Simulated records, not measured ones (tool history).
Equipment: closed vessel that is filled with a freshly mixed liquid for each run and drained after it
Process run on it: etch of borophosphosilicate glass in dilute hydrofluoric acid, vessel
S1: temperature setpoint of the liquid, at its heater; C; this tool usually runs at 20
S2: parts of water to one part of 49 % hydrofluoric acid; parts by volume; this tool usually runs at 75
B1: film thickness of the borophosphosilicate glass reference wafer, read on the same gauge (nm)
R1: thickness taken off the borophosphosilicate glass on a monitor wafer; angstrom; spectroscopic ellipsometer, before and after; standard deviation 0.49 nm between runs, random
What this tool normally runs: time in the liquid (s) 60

run 1 hour=0 | S1=20 S2=75 time_in_the_liquid_(s)=60 | B1=149.99 | R1=485.2
run 2 hour=40.9 | S1=20 S2=75 time_in_the_liquid_(s)=60 | B1=150 | R1=472
run 3 hour=67.2 | S1=20 S2=75 time_in_the_liquid_(s)=60 | B1=150 | R1=483
run 4 hour=124.5 | S1=20 S2=75 time_in_the_liquid_(s)=80 | B1=150 | R1=635.6
run 5 hour=169.5 | S1=20 S2=75 time_in_the_liquid_(s)=80 | B1=149.99 | R1=632.5
run 6 hour=217.8 | S1=20 S2=75 time_in_the_liquid_(s)=60 | B1=150 | R1=473
-- hour=281.8 thermometer replaced
run 7 hour=357.8 | S1=20 S2=75 time_in_the_liquid_(s)=60 | B1=150.02 | R1=466.8
run 8 hour=382.9 | S1=20 S2=75 time_in_the_liquid_(s)=70 | B1=149.99 | R1=547.6
-- hour=403.1 hydrofluoric acid flow meter replaced
run 9 hour=413.1 | S1=20 S2=75 time_in_the_liquid_(s)=60 | B1=150 | R1=542.2
run 10 hour=452.7 | S1=20 S2=75 time_in_the_liquid_(s)=60 | B1=150.02 | R1=541.8
run 11 hour=505.5 | S1=20 S2=75 time_in_the_liquid_(s)=60 | B1=149.98 | R1=539.8
run 12 hour=557.6 | S1=24 S2=65 time_in_the_liquid_(s)=60 | B1=149.99 | R1=729.5
run 13 hour=600.6 | S1=20 S2=60 time_in_the_liquid_(s)=35 | B1=149.98 | R1=397.1
run 14 hour=633.6 | S1=20 S2=75 time_in_the_liquid_(s)=60 | B1=150.01 | R1=535.1
run 15 hour=662.1 | S1=20 S2=45 time_in_the_liquid_(s)=60 | B1=150.02 | R1=928.4
-- hour=800.2 gauge calibrated
-- hour=803.7 thermometer replaced
run 16 hour=832.4 | S1=20 S2=100 time_in_the_liquid_(s)=35 | B1=150.02 | R1=221.6
run 17 hour=960.9 | S1=24.5 S2=45 time_in_the_liquid_(s)=85 | B1=150.03 | R1=1550.8
run 18 hour=990.9 | S1=17 S2=75 time_in_the_liquid_(s)=60 | B1=150.02 | R1=460.1
run 19 hour=1016.6 | S1=20 S2=75 time_in_the_liquid_(s)=80 | B1=150 | R1=688.5
run 20 hour=1058 | S1=24 S2=45 time_in_the_liquid_(s)=60 | B1=150.01 | R1=1032.5
run 21 hour=1119.7 | S1=20 S2=75 time_in_the_liquid_(s)=60 | B1=150 | R1=511.5

Below, some changes in R1 between adjacent runs. For each, the amount present without the hidden state too (settings, incoming material, random variation) and the amount remaining for the hidden state with gauge scatter not shared by both compared results:
Hidden state at play: liquid colder than its thermometer reads (K); hydrofluoric acid flow below the setpoint (%); gauge reads high (%).
Run 8 -> 9: time in the liquid (s) 70 -> 60, hydrofluoric acid flow meter replaced. R1 -5.4 angstrom: hidden state +81.1, all else -86.5.
Run 16 -> 17: S1 20 -> 24.5, S2 100 -> 45, time in the liquid (s) 35 -> 85. R1 +1329.2 angstrom: hidden state -52.5, all else +1381.7.
Run 17 -> 18: S1 24.5 -> 17, S2 45 -> 75, time in the liquid (s) 85 -> 60. R1 -1090.7 angstrom: hidden state +40.3, all else -1131.

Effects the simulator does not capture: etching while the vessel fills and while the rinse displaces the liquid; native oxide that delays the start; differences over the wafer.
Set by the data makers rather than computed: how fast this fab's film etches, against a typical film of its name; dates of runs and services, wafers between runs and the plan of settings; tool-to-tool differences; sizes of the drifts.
